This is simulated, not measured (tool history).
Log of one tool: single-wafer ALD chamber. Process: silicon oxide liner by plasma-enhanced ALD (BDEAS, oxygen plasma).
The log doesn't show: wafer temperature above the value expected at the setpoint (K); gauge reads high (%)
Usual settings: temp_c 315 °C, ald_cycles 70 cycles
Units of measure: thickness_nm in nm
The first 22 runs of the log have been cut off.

run	hour	temp_c	ald_cycles	wafers since the last listed run	hours since the last thermocouple change	hours since the gauge calibration	read-back reference wafer on the same gauge, thickness_nm	thickness_nm
23	1707.2	315	70	245	604.3	1457.4	5.387	6.326
24	1753.1	304	63	210	650.2	1503.3	5.39	5.751
25	1819	309	58	302	716.1	1569.2	5.387	5.237
# hour 1908.6: gauge calibrated
26	1996.7	326	74	816	893.8	88.1	5.442	6.647
# hour 2083.5: thermocouple changed; heater temperature recalibrated
27	2086	315	82	373	2.5	177.4	5.428	7.441
28	2162.8	327	83	353	79.3	254.2	5.414	7.416
29	2252.3	330	70	411	168.8	343.7	5.395	6.197
30	2336.9	315	70	388	253.4	428.3	5.392	6.28
31	2467.2	315	70	598	383.7	558.6	5.368	6.288

Below are 5 alternative next runs, each starting from the tool's condition after run 31. Predict each:
A	2467.7	325	70	2	384.2	559.1	?	?
B	2467.7	306	61	2	384.2	559.1	?	?
C	2467.7	307	70	2	384.2	559.1	?	?
D	2467.7	326	70	2	384.2	559.1	?	?
E	2467.7	315	75	2	384.2	559.1	?	?

run	read-back reference wafer on the same gauge, thickness_nm	thickness_nm
A	5.372	6.221
B	5.372	5.552
C	5.372	6.363
D	5.372	6.213
E	5.372	6.75
Without the tool's unlogged condition, the same runs would have read:
run	thickness_nm
A	6.36
B	5.676
C	6.505
D	6.352
E	6.901
